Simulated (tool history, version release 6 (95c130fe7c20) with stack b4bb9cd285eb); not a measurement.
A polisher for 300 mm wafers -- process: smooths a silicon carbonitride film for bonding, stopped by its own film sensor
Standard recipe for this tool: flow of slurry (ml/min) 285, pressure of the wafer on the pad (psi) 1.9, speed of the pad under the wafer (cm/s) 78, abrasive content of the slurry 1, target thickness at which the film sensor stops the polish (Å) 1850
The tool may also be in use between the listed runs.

run	day	flow of slurry (ml/min)	pressure of the wafer on the pad (psi)	speed of the pad under the wafer (cm/s)	abrasive content of the slurry	target thickness at which the film sensor stops the polish (Å)	incoming thickness of the incoming film, nm	time until the film sensor stopped the polish (s)
1	0	285	1.9	78	1	1850	211.2	117.5
2	3.092	285	1.9	78	1	1850	211.5	119.4
# day 4.317: slurry blender recalibrated
# day 4.8: head pressure recalibrated
3	5.858	285	1.9	78	1	1850	210.9	116.8
4	7.838	340	1.9	66	1	1850	213.4	139.4
# day 10.162: worn pad replaced by a new one
5	10.183	285	1.9	78	1	1850	211.7	130.9
6	12.242	285	1.9	78	1	1850	206.3	104.8
# day 13.454: slurry nozzle cleaned
7	15.892	285	1.9	78	1	1850	213.6	139.8
8	17.892	285	1.6	78	1	1850	211.8	151.5
# day 19.275: slurry blender recalibrated
9	19.942	285	1.6	78	1	1850	207.9	128.5
# day 22.708: head pressure recalibrated
10	22.771	285	1.9	78	1	1850	211.2	133.7
# day 23.892: worn pad replaced by a new one, repeated, since the last time left the tool worse
11	25.779	285	1.9	78	1	1850	209.1	105.9
# day 28.583: slurry nozzle cleaned
12	28.604	285	1.9	78	1	1850	210.4	114.9
13	32.975	255	1.9	98	1	1770	209.2	131.2
14	34.971	240	1.9	78	1	1910	208.1	81
# day 36.604: slurry blender recalibrated
# day 38.992: worn pad replaced by a new one
15	39.012	285	1.9	78	0.85	1850	210.3	117.6
# day 40.025: head pressure recalibrated
16	42.2	245	1.9	78	1	1850	210.5	116.5
# day 43.938: slurry nozzle cleaned
17	44.038	240	1.9	78	1	1910	209.9	86.6
# day 51.558: slurry blender recalibrated
18	52.288	200	1.9	68	0.85	1940	210.8	93.9
# day 55.179: worn pad replaced by a new one
19	56.738	340	1.2	78	1	1850	209.3	137.6
20	58.517	340	2.2	52	1	1850	211.1	128.3
# day 59.879: head pressure recalibrated
21	60.171	285	1.9	78	1	1850	209.9	112.2
# day 61.492: slurry nozzle cleaned
22	62.95	235	1.9	86	1.25	1810	211.1	121.8

Run 23 has not been measured yet. What should we expect?
23	66.154	255	1.6	78	1	1850	208.2	?

Run 23 measured time until the film sensor stopped the polish (s) 120.6.
With no hidden state in the tool, this same run would have given time until the film sensor stopped the polish (s) 113.3.
